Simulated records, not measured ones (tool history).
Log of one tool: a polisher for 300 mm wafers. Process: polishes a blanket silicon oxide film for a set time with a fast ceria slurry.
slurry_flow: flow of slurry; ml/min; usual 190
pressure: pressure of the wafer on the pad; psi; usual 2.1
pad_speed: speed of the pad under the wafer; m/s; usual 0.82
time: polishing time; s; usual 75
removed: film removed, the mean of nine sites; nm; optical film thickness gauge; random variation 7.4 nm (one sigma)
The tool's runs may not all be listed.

| run | hour | slurry_flow | pressure | pad_speed | time | wafers since the last listed run | wafers polished on this pad | hours since the slurry nozzle was cleaned | hours since the head pressure was calibrated | incoming thickness of the incoming film, nm | removed |
|---|---|---|---|---|---|---|---|---|---|---|---|
| 1 | 0.0 | 190 | 2.1 | 0.82 | 75 | 0 | 1513 | 257.4 | 50.3 | 3405.6 | 592.7 |
| 2 | 34.3 | 190 | 2.1 | 0.82 | 75 | 269 | 1783 | 291.7 | 84.6 | 3444.1 | 586.3 |
| 3 | 61.6 | 215 | 2.1 | 0.82 | 75 | 214 | 1998 | 319.0 | 111.9 | 3363.8 | 591.5 |
| 4 | 75.9 | 215 | 2.1 | 0.82 | 75 | 112 | 2111 | 333.3 | 126.2 | 3402.6 | 600.4 |
|  | 92.2 | worn pad replaced by a new one |
| 5 | 108.1 | 160 | 2.3 | 0.82 | 75 | 221 | 124 | 365.5 | 158.4 | 3478.7 | 671.0 |
| 6 | 122.3 | 160 | 2.3 | 0.82 | 75 | 111 | 236 | 379.7 | 172.6 | 3438.2 | 649.2 |
| 7 | 135.2 | 160 | 2.3 | 0.82 | 75 | 101 | 338 | 392.6 | 185.5 | 3420.0 | 649.1 |
| 8 | 150.7 | 190 | 2.1 | 0.82 | 75 | 121 | 460 | 408.1 | 201.0 | 3362.3 | 617.7 |
| 9 | 185.2 | 190 | 2.1 | 0.82 | 75 | 271 | 731 | 442.6 | 235.5 | 3383.2 | 604.5 |
|  | 212.9 | slurry nozzle cleaned |
| 10 | 216.1 | 165 | 2.1 | 0.82 | 75 | 235 | 966 | 3.2 | 266.4 | 3399.1 | 594.0 |
| 11 | 242.2 | 165 | 2.1 | 0.82 | 75 | 205 | 1172 | 29.3 | 292.5 | 3470.0 | 575.5 |
|  | 295.7 | head pressure recalibrated |
| 12 | 341.9 | 165 | 2.1 | 0.82 | 75 | 768 | 1940 | 129.0 | 46.2 | 3437.5 | 576.3 |
|  | 361.4 | worn pad replaced by a new one |
| 13 | 372.2 | 190 | 2.1 | 0.82 | 75 | 206 | 84 | 159.3 | 76.5 | 3381.8 | 670.4 |
| 14 | 406.6 | 190 | 2.1 | 0.82 | 75 | 270 | 355 | 193.7 | 110.9 | 3401.5 | 640.4 |
| 15 | 422.1 | 190 | 2.1 | 0.82 | 75 | 121 | 477 | 209.2 | 126.4 | 3427.3 | 623.7 |
| 16 | 435.6 | 230 | 1.9 | 1.06 | 100 | 106 | 583 | 222.7 | 139.9 | 3438.1 | 1007.1 |
| 17 | 465.1 | 190 | 2.6 | 0.82 | 97 | 232 | 815 | 252.2 | 169.4 | 3451.3 | 917.2 |
| 18 | 489.8 | 205 | 1.6 | 0.82 | 75 | 194 | 1010 | 276.9 | 194.1 | 3397.1 | 503.4 |
| 19 | 510.3 | 190 | 2.1 | 0.82 | 75 | 161 | 1171 | 297.4 | 214.6 | 3372.3 | 606.2 |
| 20 | 536.8 | 145 | 2.4 | 0.96 | 53 | 208 | 1379 | 323.9 | 241.1 | 3427.2 | 506.5 |
| 21 | 568.6 | 165 | 1.5 | 0.82 | 75 | 250 | 1630 | 355.7 | 272.9 | 3443.4 | 466.5 |
| 22 | 590.0 | 190 | 2.1 | 0.94 | 94 | 168 | 1798 | 377.1 | 294.3 | 3469.1 | 841.9 |
|  | 602.2 | worn pad replaced by a new one |
| 23 | 609.4 | 190 | 2.1 | 0.82 | 75 | 121 | 56 | 396.5 | 313.7 | 3483.0 | 669.6 |
|  | 629.6 | head pressure recalibrated |
| 24 | 633.7 | 190 | 2.1 | 0.82 | 75 | 175 | 231 | 420.8 | 4.1 | 3437.8 | 634.9 |
| 25 | 705.6 | 190 | 2.1 | 0.74 | 86 | 565 | 797 | 492.7 | 76.0 | 3479.7 | 623.1 |
|  | 714.2 | slurry nozzle cleaned |
| 26 | 726.0 | 165 | 1.5 | 0.82 | 75 | 152 | 950 | 11.8 | 96.4 | 3458.3 | 465.1 |
| 27 | 790.6 | 145 | 2.1 | 1.04 | 82 | 508 | 1458 | 76.4 | 161.0 | 3412.3 | 780.0 |
| 28 | 820.7 | 190 | 2.1 | 0.98 | 75 | 236 | 1695 | 106.5 | 191.1 | 3385.0 | 699.5 |
| 29 | 833.7 | 190 | 2.1 | 0.64 | 83 | 102 | 1797 | 119.5 | 204.1 | 3396.8 | 509.6 |
| 30 | 868.2 | 190 | 2.1 | 0.82 | 75 | 271 | 2068 | 154.0 | 238.6 | 3435.3 | 581.2 |
|  | 875.0 | worn pad replaced by a new one |
| 31 | 928.1 | 205 | 1.7 | 0.60 | 91 | 439 | 417 | 213.9 | 298.5 | 3407.9 | 485.2 |
| 32 | 948.2 | 190 | 2.1 | 0.82 | 75 | 158 | 575 | 234.0 | 318.6 | 3401.6 | 620.4 |
| 33 | 967.6 | 190 | 2.1 | 0.82 | 75 | 152 | 728 | 253.4 | 338.0 | 3385.5 | 612.8 |
|  | 975.1 | head pressure recalibrated |
| 34 | 985.7 | 190 | 2.1 | 0.94 | 94 | 126 | 854 | 271.5 | 10.6 | 3429.7 | 851.7 |
| 35 | 1007.2 | 190 | 2.1 | 0.62 | 75 | 169 | 1024 | 293.0 | 32.1 | 3391.1 | 448.2 |
| 36 | 1021.8 | 190 | 1.8 | 0.82 | 75 | 114 | 1138 | 307.6 | 46.7 | 3456.6 | 536.2 |
| 37 | 1046.4 | 240 | 1.5 | 1.04 | 92 | 193 | 1332 | 332.2 | 71.3 | 3429.8 | 748.9 |
| 38 | 1063.9 | 190 | 2.7 | 0.82 | 75 | 137 | 1470 | 349.7 | 88.8 | 3446.4 | 704.4 |

Forecast each of these 3 alternatives for the next run:
| A | 1064.3 | 140 | 2.1 | 0.82 | 75 | 3 | 1473 | 350.1 | 89.2 | 3404.4 | ? |
| B | 1064.3 | 190 | 2.1 | 1.00 | 54 | 3 | 1473 | 350.1 | 89.2 | 3404.4 | ? |
| C | 1064.3 | 240 | 1.7 | 0.82 | 83 | 3 | 1473 | 350.1 | 89.2 | 3404.4 | ? |

| run | removed |
|---|---|
| A | 560.1 |
| B | 520.2 |
| C | 588.7 |
Without the tool's hidden state the same runs would have given:
| run | removed |
|---|---|
| A | 634.2 |
| B | 589.1 |
| C | 666.6 |
